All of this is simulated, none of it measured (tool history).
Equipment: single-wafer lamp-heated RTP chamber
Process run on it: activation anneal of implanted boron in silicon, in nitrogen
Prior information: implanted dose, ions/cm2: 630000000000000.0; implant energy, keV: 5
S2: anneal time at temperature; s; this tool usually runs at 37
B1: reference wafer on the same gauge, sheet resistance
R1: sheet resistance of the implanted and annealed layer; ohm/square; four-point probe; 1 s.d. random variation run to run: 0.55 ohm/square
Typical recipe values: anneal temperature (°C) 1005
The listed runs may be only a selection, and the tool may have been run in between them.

{"run": 1, "hour": 0.0, "anneal temperature (°C)": 1005, "S2": 37, "B1": 196.82, "R1": 170.16}
{"run": 2, "hour": 26.5, "anneal temperature (°C)": 1005, "S2": 37, "B1": 197.04, "R1": 170.04}
{"hour": 39.5, "done": "pyrometer window cleaned and pyrometer calibrated"}
{"run": 3, "hour": 59.3, "anneal temperature (°C)": 1027, "S2": 37, "B1": 196.64, "R1": 167.0}
{"run": 4, "hour": 71.9, "anneal temperature (°C)": 1005, "S2": 37, "B1": 196.75, "R1": 172.87}
{"run": 5, "hour": 90.0, "anneal temperature (°C)": 1005, "S2": 46, "B1": 197.02, "R1": 170.68}
{"run": 6, "hour": 124.0, "anneal temperature (°C)": 1005, "S2": 46, "B1": 197.13, "R1": 169.82}
{"run": 7, "hour": 138.3, "anneal temperature (°C)": 1005, "S2": 46, "B1": 196.8, "R1": 169.43}
{"run": 8, "hour": 167.5, "anneal temperature (°C)": 1005, "S2": 37, "B1": 197.34, "R1": 170.11}
{"run": 9, "hour": 202.8, "anneal temperature (°C)": 1005, "S2": 37, "B1": 197.02, "R1": 169.96}
{"run": 10, "hour": 225.1, "anneal temperature (°C)": 1005, "S2": 37, "B1": 197.23, "R1": 169.05}
{"run": 11, "hour": 258.1, "anneal temperature (°C)": 1005, "S2": 37, "B1": 197.09, "R1": 169.07}
{"hour": 266.7, "done": "pyrometer window cleaned and pyrometer calibrated"}
{"hour": 274.3, "done": "reflector plate cleaned"}
{"run": 12, "hour": 292.8, "anneal temperature (°C)": 1005, "S2": 37, "B1": 197.24, "R1": 173.86}
{"run": 13, "hour": 308.3, "anneal temperature (°C)": 1012, "S2": 37, "B1": 197.15, "R1": 170.97}
{"run": 14, "hour": 342.8, "anneal temperature (°C)": 1005, "S2": 37, "B1": 197.01, "R1": 171.27}
{"run": 15, "hour": 376.9, "anneal temperature (°C)": 1005, "S2": 37, "B1": 197.03, "R1": 171.98}
{"run": 16, "hour": 391.3, "anneal temperature (°C)": 1005, "S2": 37, "B1": 197.02, "R1": 171.48}
{"run": 17, "hour": 406.4, "anneal temperature (°C)": 1035, "S2": 49, "B1": 196.97, "R1": 161.18}
{"run": 18, "hour": 431.3, "anneal temperature (°C)": 987, "S2": 37, "B1": 196.81, "R1": 177.36}
{"run": 19, "hour": 458.9, "anneal temperature (°C)": 996, "S2": 43, "B1": 196.92, "R1": 172.09}
{"run": 20, "hour": 478.2, "anneal temperature (°C)": 1005, "S2": 37, "B1": 197.03, "R1": 169.81}
{"hour": 499.8, "done": "pyrometer window cleaned and pyrometer calibrated"}
{"run": 21, "hour": 500.3, "anneal temperature (°C)": 1013, "S2": 56, "B1": 196.87, "R1": 167.92}
{"run": 22, "hour": 520.3, "anneal temperature (°C)": 1021, "S2": 47, "B1": 197.17, "R1": 166.72}
{"run": 23, "hour": 547.0, "anneal temperature (°C)": 989, "S2": 25, "B1": 196.77, "R1": 180.73}
{"hour": 559.2, "done": "gauge calibrated"}
{"run": 24, "hour": 575.9, "anneal temperature (°C)": 1005, "S2": 37, "B1": 196.85, "R1": 170.75}
{"run": 25, "hour": 598.2, "anneal temperature (°C)": 1019, "S2": 27, "B1": 196.96, "R1": 169.69}
{"run": 26, "hour": 627.4, "anneal temperature (°C)": 1031, "S2": 37, "B1": 197.06, "R1": 164.09}
{"hour": 643.3, "done": "reflector plate cleaned"}
{"run": 27, "hour": 651.7, "anneal temperature (°C)": 980, "S2": 28, "B1": 197.01, "R1": 183.68}
{"run": 28, "hour": 675.3, "anneal temperature (°C)": 1005, "S2": 29, "B1": 197.0, "R1": 173.49}
{"hour": 701.1, "done": "pyrometer window cleaned and pyrometer calibrated"}
{"run": 29, "hour": 703.9, "anneal temperature (°C)": 989, "S2": 37, "B1": 197.0, "R1": 181.83}
{"run": 30, "hour": 719.6, "anneal temperature (°C)": 981, "S2": 57, "B1": 197.06, "R1": 180.83}
{"run": 31, "hour": 739.7, "anneal temperature (°C)": 997, "S2": 47, "B1": 196.88, "R1": 173.52}
{"run": 32, "hour": 756.8, "anneal temperature (°C)": 1026, "S2": 46, "B1": 196.88, "R1": 165.79}
{"run": 33, "hour": 791.7, "anneal temperature (°C)": 1029, "S2": 37, "B1": 196.96, "R1": 165.29}
{"run": 34, "hour": 821.8, "anneal temperature (°C)": 979, "S2": 22, "B1": 196.75, "R1": 184.92}
{"run": 35, "hour": 854.8, "anneal temperature (°C)": 1005, "S2": 37, "B1": 196.68, "R1": 170.69}
{"run": 36, "hour": 888.4, "anneal temperature (°C)": 995, "S2": 24, "B1": 196.91, "R1": 175.17}
{"hour": 911.0, "done": "pyrometer window cleaned and pyrometer calibrated"}
{"run": 37, "hour": 922.5, "anneal temperature (°C)": 1017, "S2": 21, "B1": 197.01, "R1": 173.41}

Hidden state or all else? Some run-to-run changes of R1, split into what the settings, what came in and random variation would give without the hidden state, and what is left for the hidden state (with any gauge scatter that isn't in both results):
What the log doesn't record here: true wafer temperature minus pyrometer reading, K; wafer temperature error from the tarnished reflector plate, K; gauge reads high (%).
Run 11 -> 12: pyrometer window cleaned and pyrometer calibrated, reflector plate cleaned. R1 +4.79 ohm/square: hidden state +4.84, all else -0.05.
Run 17 -> 18: anneal temperature (°C) 1035 -> 987, S2 49 -> 37. R1 +16.18 ohm/square: hidden state -4.17, all else +20.35.
Run 26 -> 27: anneal temperature (°C) 1031 -> 980, S2 37 -> 28, reflector plate cleaned. R1 +19.59 ohm/square: hidden state -3.48, all else +23.07.
Run 33 -> 34: anneal temperature (°C) 1029 -> 979, S2 37 -> 22. R1 +19.63 ohm/square: hidden state -6.29, all else +25.92.
Run 36 -> 37: anneal temperature (°C) 995 -> 1017, S2 24 -> 21, pyrometer window cleaned and pyrometer calibrated. R1 -1.76 ohm/square: hidden state +4.57, all else -6.33.

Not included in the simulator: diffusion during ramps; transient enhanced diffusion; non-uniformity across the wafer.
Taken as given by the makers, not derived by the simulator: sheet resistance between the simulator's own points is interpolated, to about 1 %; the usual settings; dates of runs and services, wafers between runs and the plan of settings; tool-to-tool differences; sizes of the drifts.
